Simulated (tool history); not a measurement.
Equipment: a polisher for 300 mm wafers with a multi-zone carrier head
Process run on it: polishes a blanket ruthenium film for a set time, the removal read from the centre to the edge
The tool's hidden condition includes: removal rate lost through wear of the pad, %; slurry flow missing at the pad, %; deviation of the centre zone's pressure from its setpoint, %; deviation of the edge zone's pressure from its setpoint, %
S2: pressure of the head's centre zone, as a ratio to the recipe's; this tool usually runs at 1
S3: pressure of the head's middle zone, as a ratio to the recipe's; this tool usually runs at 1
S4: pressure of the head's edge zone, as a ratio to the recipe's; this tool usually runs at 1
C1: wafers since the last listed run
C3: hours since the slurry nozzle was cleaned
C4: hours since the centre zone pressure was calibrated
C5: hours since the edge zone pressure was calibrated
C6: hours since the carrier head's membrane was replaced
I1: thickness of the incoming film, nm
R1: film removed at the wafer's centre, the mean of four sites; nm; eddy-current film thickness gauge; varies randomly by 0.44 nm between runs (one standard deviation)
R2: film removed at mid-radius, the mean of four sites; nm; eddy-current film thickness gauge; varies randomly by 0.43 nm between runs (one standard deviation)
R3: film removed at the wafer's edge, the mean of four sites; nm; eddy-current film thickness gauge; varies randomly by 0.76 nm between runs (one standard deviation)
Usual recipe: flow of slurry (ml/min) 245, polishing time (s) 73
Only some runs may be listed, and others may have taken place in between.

Run 1, hour 0: usual settings but S3 0.92, S4 1.06; C1 0; wafers polished on this pad 539; C3 325.6; C4 901.2; C5 301.9; C6 1591.1; I1 296. Result: R1 59.5 nm, R2 56.6 nm, R3 61.8 nm.
Run 2, hour 8.4: usual settings but S3 0.92, S4 1.06; C1 54; wafers polished on this pad 593; C3 334; C4 909.6; C5 310.3; C6 1599.5; I1 295.7. Result: R1 58.9 nm, R2 56.3 nm, R3 62.4 nm.
Run 3, hour 20.6: usual settings but flow of slurry (ml/min) 290; C1 79; wafers polished on this pad 673; C3 346.2; C4 921.8; C5 322.5; C6 1611.7; I1 302.7. Result: R1 61.3 nm, R2 61.2 nm, R3 61.2 nm.
Run 4, hour 33.6: usual settings but flow of slurry (ml/min) 290; C1 84; wafers polished on this pad 757; C3 359.2; C4 934.8; C5 335.5; C6 1624.7; I1 295.1. Result: R1 60.4 nm, R2 61 nm, R3 60.7 nm.
Run 5, hour 46.6: usual settings; C1 84; wafers polished on this pad 842; C3 372.2; C4 947.8; C5 348.5; C6 1637.7; I1 298.3. Result: R1 59.3 nm, R2 60.3 nm, R3 60.7 nm.
Run 6, hour 53.9: usual settings; C1 47; wafers polished on this pad 889; C3 379.5; C4 955.1; C5 355.8; C6 1645; I1 296. Result: R1 58.8 nm, R2 59.9 nm, R3 61 nm.
Run 7, hour 70.4: usual settings; C1 107; wafers polished on this pad 997; C3 396; C4 971.6; C5 372.3; C6 1661.5; I1 301.5. Result: R1 59.1 nm, R2 60.4 nm, R3 60.6 nm.
Run 8, hour 84.8: usual settings; C1 93; wafers polished on this pad 1091; C3 410.4; C4 986; C5 386.7; C6 1675.9; I1 295.3. Result: R1 59.7 nm, R2 60.1 nm, R3 61.2 nm.
At hour 90.2: slurry nozzle cleaned.
At hour 92.2: worn pad replaced by a new one.
Run 9, hour 92.7: usual settings; C1 31; wafers polished on this pad 3; C3 2.5; C4 993.9; C5 394.6; C6 1683.8; I1 302.1. Result: R1 59.3 nm, R2 60.2 nm, R3 60.6 nm.
Run 10, hour 101.2: usual settings but flow of slurry (ml/min) 215, S2 0.94, S4 1.09; C1 55; wafers polished on this pad 58; C3 11; C4 1002.4; C5 403.1; C6 1692.3; I1 296.6. Result: R1 54.3 nm, R2 59.6 nm, R3 62.5 nm.
Run 11, hour 118.3: usual settings but flow of slurry (ml/min) 170, S3 0.9; C1 111; wafers polished on this pad 169; C3 28.1; C4 1019.5; C5 420.2; C6 1709.4; I1 302.4. Result: R1 56.9 nm, R2 52.8 nm, R3 58.3 nm.
At hour 124.2: centre zone pressure recalibrated.
At hour 152.2: edge zone pressure recalibrated.
Run 12, hour 156.1: usual settings; C1 219; wafers polished on this pad 389; C3 65.9; C4 31.9; C5 3.9; C6 1747.2; I1 302.4. Result: R1 59.7 nm, R2 60 nm, R3 59.2 nm.
Run 13, hour 168.2: usual settings but S2 1.09, S3 1.11, polishing time (s) 63; C1 78; wafers polished on this pad 468; C3 78; C4 44; C5 16; C6 1759.3; I1 303.4. Result: R1 55.1 nm, R2 56.7 nm, R3 52.2 nm.
At hour 173.8: carrier head's membrane replaced by a new one.
Run 14, hour 209.4: usual settings; C1 235; wafers polished on this pad 703; C3 119.2; C4 85.2; C5 57.2; C6 35.6; I1 298.5. Result: R1 59.5 nm, R2 59.4 nm, R3 59.3 nm.
Run 15, hour 219: usual settings but S4 0.96; C1 62; wafers polished on this pad 766; C3 128.8; C4 94.8; C5 66.8; C6 45.2; I1 301.4. Result: R1 59.3 nm, R2 60 nm, R3 59.7 nm.
At hour 249.6: worn pad replaced by a new one.
Run 16, hour 251: usual settings but flow of slurry (ml/min) 310, S3 0.94, S4 1.06; C1 182; wafers polished on this pad 9; C3 160.8; C4 126.8; C5 98.8; C6 77.2; I1 296.1. Result: R1 60.5 nm, R2 58.8 nm, R3 61 nm.
Run 17, hour 267.9: usual settings but flow of slurry (ml/min) 305, S2 1.11, S4 0.96, polishing time (s) 97; C1 109; wafers polished on this pad 119; C3 177.7; C4 143.7; C5 115.7; C6 94.1; I1 300.3. Result: R1 90 nm, R2 81.6 nm, R3 79.9 nm.
Run 18, hour 281: usual settings but S2 0.96, S3 0.95; C1 85; wafers polished on this pad 204; C3 190.8; C4 156.8; C5 128.8; C6 107.2; I1 300. Result: R1 57 nm, R2 57.7 nm, R3 60.9 nm.
Run 19, hour 294.8: usual settings but S3 0.95; C1 89; wafers polished on this pad 294; C3 204.6; C4 170.6; C5 142.6; C6 121; I1 301.2. Result: R1 59.1 nm, R2 57.6 nm, R3 59.7 nm.

Branching from run 19: 5 alternative next runs. What would each branch give?
Run A, hour 295.3: usual settings; C1 3; wafers polished on this pad 297; C3 205.1; C4 171.1; C5 143.1; C6 121.5; I1 301.1. Result: R1 ?, R2 ?, R3 ?.
Run B, hour 295.3: usual settings but flow of slurry (ml/min) 295, S3 1.06, S4 0.91; C1 3; wafers polished on this pad 297; C3 205.1; C4 171.1; C5 143.1; C6 121.5; I1 301.1. Result: R1 ?, R2 ?, R3 ?.
Run C, hour 295.3: usual settings but flow of slurry (ml/min) 280, polishing time (s) 84; C1 3; wafers polished on this pad 297; C3 205.1; C4 171.1; C5 143.1; C6 121.5; I1 301.1. Result: R1 ?, R2 ?, R3 ?.
Run D, hour 295.3: usual settings but S2 0.9, polishing time (s) 98; C1 3; wafers polished on this pad 297; C3 205.1; C4 171.1; C5 143.1; C6 121.5; I1 301.1. Result: R1 ?, R2 ?, R3 ?.
Run E, hour 295.3: usual settings but S2 1.06; C1 3; wafers polished on this pad 297; C3 205.1; C4 171.1; C5 143.1; C6 121.5; I1 301.1. Result: R1 ?, R2 ?, R3 ?.

run    R1    R2    R3
  A  58.8    60  58.9
  B  60.1  64.1  57.1
  C  68.8  70.1  68.5
  D    71  80.6    79
  E  62.4    60  58.9
The same runs, with their run-to-run variation unchanged, on a tool lacking any hidden condition would have given:
run    R1    R2    R3
  A  58.8    60  58.9
  B  60.1  64.1  57.1
  C  68.8  70.1  68.5
  D    71  80.6    79
  E  62.4    60  58.9
